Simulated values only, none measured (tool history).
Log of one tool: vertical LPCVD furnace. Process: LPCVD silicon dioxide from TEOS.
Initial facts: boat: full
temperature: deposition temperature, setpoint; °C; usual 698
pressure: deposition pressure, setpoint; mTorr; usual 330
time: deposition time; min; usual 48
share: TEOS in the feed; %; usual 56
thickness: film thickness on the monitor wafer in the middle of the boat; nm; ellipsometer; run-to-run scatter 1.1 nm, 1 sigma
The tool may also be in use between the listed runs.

run,hour,temperature,pressure,time,share,wafers since the last listed run,hours since the last temperature calibration,hours since the pressure gauge was zeroed,hours since the TEOS flow controller was replaced,hours since the gauge calibration,"read-back reference wafer on the same gauge, thickness",thickness
1,0,698,330,48,56,0,2431.8,3263.6,7149.8,14.2,351.56,332.09
2,18,698,330,48,56,182,2449.8,3281.6,7167.8,32.2,350.42,330.17
3,43.2,695,330,48,56,255,2475,3306.8,7193,57.4,351.07,310.66
4,58.3,698,330,48,56,153,2490.1,3321.9,7208.1,72.5,351.1,330.07
5,82.8,698,330,48,56,248,2514.6,3346.4,7232.6,97,350.65,333.17
6,104.6,698,330,48,56,220,2536.4,3368.2,7254.4,118.8,350.67,333.89
7,119.8,698,330,48,50,154,2551.6,3383.4,7269.6,134,350.75,313.43
8,146.7,698,330,48,50,272,2578.5,3410.3,7296.5,160.9,351.34,313.91
9,179.8,698,330,48,50,335,2611.6,3443.4,7329.6,194,351.11,313.91
10,203.6,698,330,48,48,241,2635.4,3467.2,7353.4,217.8,350.71,308.38
11,236,698,330,48,56,328,2667.8,3499.6,7385.8,250.2,350.53,333.26
12,255.3,690,390,48,67,195,2687.1,3518.9,7405.1,269.5,350.62,330.68
# hour 279.6: thermocouples replaced and temperature profile calibrated
13,288.4,698,410,40.5,56,92,8.8,3552,7438.2,302.6,350.52,283.57
# hour 327.3: pressure gauge zeroed
14,327.8,705,330,48,56,156,48.2,0.5,7477.6,342,351.12,358.27
# hour 332.6: gauge calibrated
# hour 361.7: TEOS flow controller replaced
15,403.4,703,330,66,56,522,123.8,76.1,41.7,70.8,350.59,470.55
16,437.8,698,260,64,67,348,158.2,110.5,76.1,105.2,350.95,392.43
17,467.3,698,255,37.5,56,298,187.7,140,105.6,134.7,350.64,208.72
18,484.1,698,330,48,56,170,204.5,156.8,122.4,151.5,351.06,304.47

Alternative continuations, all from the tool just after run 18; predict every row:
A,488.1,698,390,48,56,40,208.5,160.8,126.4,155.5,?,?
B,488.1,698,295,48,53,40,208.5,160.8,126.4,155.5,?,?
C,488.1,704,330,58.5,56,40,208.5,160.8,126.4,155.5,?,?
D,488.1,698,385,48,56,40,208.5,160.8,126.4,155.5,?,?
E,488.1,698,260,48,66,40,208.5,160.8,126.4,155.5,?,?

run,"read-back reference wafer on the same gauge, thickness",thickness
A,351.5,332.35
B,351.5,281.2
C,351.5,428.18
D,351.5,330.21
E,351.5,294.59
The same runs, with their run-to-run variation unchanged, on a tool lacking any hidden condition would have given:
run,thickness
A,326.99
B,276.67
C,421.37
D,324.89
E,289.85
